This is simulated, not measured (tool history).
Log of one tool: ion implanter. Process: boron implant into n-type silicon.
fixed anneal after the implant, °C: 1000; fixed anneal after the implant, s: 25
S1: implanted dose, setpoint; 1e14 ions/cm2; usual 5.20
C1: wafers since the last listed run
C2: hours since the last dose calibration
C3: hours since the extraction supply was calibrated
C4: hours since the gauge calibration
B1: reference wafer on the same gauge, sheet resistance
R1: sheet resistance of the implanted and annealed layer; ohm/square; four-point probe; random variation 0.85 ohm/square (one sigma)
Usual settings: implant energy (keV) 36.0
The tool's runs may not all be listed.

run 1 day=0.000 | S1=5.20 implant_energy_(keV)=36.0 | C1=0 C2=742.5 C3=1893.8 C4=285.1 | B1=231.31 | R1=199.53
run 2 day=4.683 | S1=5.20 implant_energy_(keV)=36.0 | C1=3690 C2=854.9 C3=2006.2 C4=397.5 | B1=231.26 | R1=198.59
run 3 day=9.100 | S1=5.20 implant_energy_(keV)=36.0 | C1=3480 C2=960.9 C3=2112.2 C4=503.5 | B1=230.84 | R1=196.67
run 4 day=11.417 | S1=5.20 implant_energy_(keV)=36.0 | C1=1825 C2=1016.5 C3=2167.8 C4=559.1 | B1=230.74 | R1=197.62
run 5 day=15.246 | S1=5.20 implant_energy_(keV)=36.0 | C1=3017 C2=1108.4 C3=2259.7 C4=651.0 | B1=230.72 | R1=196.09
run 6 day=19.067 | S1=5.20 implant_energy_(keV)=36.0 | C1=3010 C2=1200.1 C3=2351.4 C4=742.7 | B1=231.20 | R1=195.57
-- day=20.812 Faraday cup replaced and dose calibrated
run 7 day=21.917 | S1=5.20 implant_energy_(keV)=36.0 | C1=1983 C2=26.5 C3=2419.8 C4=811.1 | B1=230.70 | R1=202.40
run 8 day=24.500 | S1=5.20 implant_energy_(keV)=36.0 | C1=2035 C2=88.5 C3=2481.8 C4=873.1 | B1=230.96 | R1=202.41
run 9 day=27.575 | S1=5.20 implant_energy_(keV)=36.0 | C1=2423 C2=162.3 C3=2555.6 C4=946.9 | B1=231.07 | R1=201.10
run 10 day=30.792 | S1=5.20 implant_energy_(keV)=36.0 | C1=2534 C2=239.5 C3=2632.8 C4=1024.1 | B1=231.02 | R1=201.05
run 11 day=35.046 | S1=5.20 implant_energy_(keV)=30.0 | C1=3352 C2=341.6 C3=2734.9 C4=1126.2 | B1=230.64 | R1=204.67
run 12 day=39.279 | S1=5.20 implant_energy_(keV)=30.0 | C1=3336 C2=443.2 C3=2836.5 C4=1227.8 | B1=230.84 | R1=204.84
-- day=40.554 gauge calibrated
run 13 day=41.704 | S1=5.20 implant_energy_(keV)=30.0 | C1=1910 C2=501.4 C3=2894.7 C4=27.6 | B1=230.96 | R1=205.29
run 14 day=43.304 | S1=5.99 implant_energy_(keV)=39.0 | C1=1260 C2=539.8 C3=2933.1 C4=66.0 | B1=231.06 | R1=178.70
run 15 day=46.058 | S1=5.20 implant_energy_(keV)=36.0 | C1=2170 C2=605.9 C3=2999.2 C4=132.1 | B1=231.14 | R1=201.34
run 16 day=50.112 | S1=5.20 implant_energy_(keV)=32.0 | C1=3194 C2=703.2 C3=3096.5 C4=229.4 | B1=230.93 | R1=204.36
run 17 day=62.512 | S1=5.20 implant_energy_(keV)=24.0 | C1=9771 C2=1000.8 C3=3394.1 C4=527.0 | B1=230.78 | R1=204.29
run 18 day=72.800 | S1=6.08 implant_energy_(keV)=36.0 | C1=8106 C2=1247.7 C3=3641.0 C4=773.9 | B1=230.99 | R1=171.74
-- day=75.275 extraction supply calibrated
run 19 day=76.775 | S1=6.14 implant_energy_(keV)=36.0 | C1=2869 C2=1343.1 C3=36.0 C4=869.3 | B1=230.87 | R1=169.63
-- day=77.142 Faraday cup replaced and dose calibrated
run 20 day=79.212 | S1=4.34 implant_energy_(keV)=32.5 | C1=1658 C2=49.7 C3=94.5 C4=927.8 | B1=230.80 | R1=237.45
run 21 day=81.242 | S1=3.73 implant_energy_(keV)=36.0 | C1=1599 C2=98.4 C3=143.2 C4=976.5 | B1=230.91 | R1=264.08
run 22 day=83.342 | S1=5.20 implant_energy_(keV)=36.0 | C1=1654 C2=148.8 C3=193.6 C4=1026.9 | B1=230.91 | R1=201.51
run 23 day=86.217 | S1=5.94 implant_energy_(keV)=46.0 | C1=2265 C2=217.8 C3=262.6 C4=1095.9 | B1=231.10 | R1=178.15
run 24 day=90.383 | S1=6.00 implant_energy_(keV)=26.5 | C1=3283 C2=317.8 C3=362.6 C4=1195.9 | B1=230.82 | R1=184.49
-- day=99.138 gauge calibrated
run 25 day=102.592 | S1=3.76 implant_energy_(keV)=26.0 | C1=9620 C2=610.8 C3=655.6 C4=82.9 | B1=231.19 | R1=268.16
run 26 day=105.271 | S1=6.35 implant_energy_(keV)=27.0 | C1=2111 C2=675.1 C3=719.9 C4=147.2 | B1=230.89 | R1=173.93
run 27 day=109.671 | S1=5.20 implant_energy_(keV)=43.5 | C1=3467 C2=780.7 C3=825.5 C4=252.8 | B1=230.82 | R1=196.76
run 28 day=112.717 | S1=5.91 implant_energy_(keV)=46.0 | C1=2400 C2=853.8 C3=898.6 C4=325.9 | B1=231.26 | R1=175.98
run 29 day=117.175 | S1=5.20 implant_energy_(keV)=36.0 | C1=3513 C2=960.8 C3=1005.6 C4=432.9 | B1=231.29 | R1=198.48

5 ways to go on from here, each from the tool as it stands after run 29. What would each give?
run A day=117.192 | S1=5.20 implant_energy_(keV)=32.5 | C1=13 C2=961.2 C3=1006.0 C4=433.3 | B1=? | R1=?
run B day=117.192 | S1=4.18 implant_energy_(keV)=32.5 | C1=13 C2=961.2 C3=1006.0 C4=433.3 | B1=? | R1=?
run C day=117.192 | S1=6.30 implant_energy_(keV)=48.0 | C1=13 C2=961.2 C3=1006.0 C4=433.3 | B1=? | R1=?
run D day=117.192 | S1=4.80 implant_energy_(keV)=44.5 | C1=13 C2=961.2 C3=1006.0 C4=433.3 | B1=? | R1=?
run E day=117.192 | S1=6.64 implant_energy_(keV)=40.0 | C1=13 C2=961.2 C3=1006.0 C4=433.3 | B1=? | R1=?

run=A B1=230.97 R1=198.76
run=B B1=230.97 R1=237.17
run=C B1=230.97 R1=164.65
run=D B1=230.97 R1=205.90
run=E B1=230.97 R1=159.90
Without the tool's hidden state the same runs would have given:
run=A R1=203.50
run=B R1=242.73
run=C R1=168.49
run=D R1=210.72
run=E R1=163.70
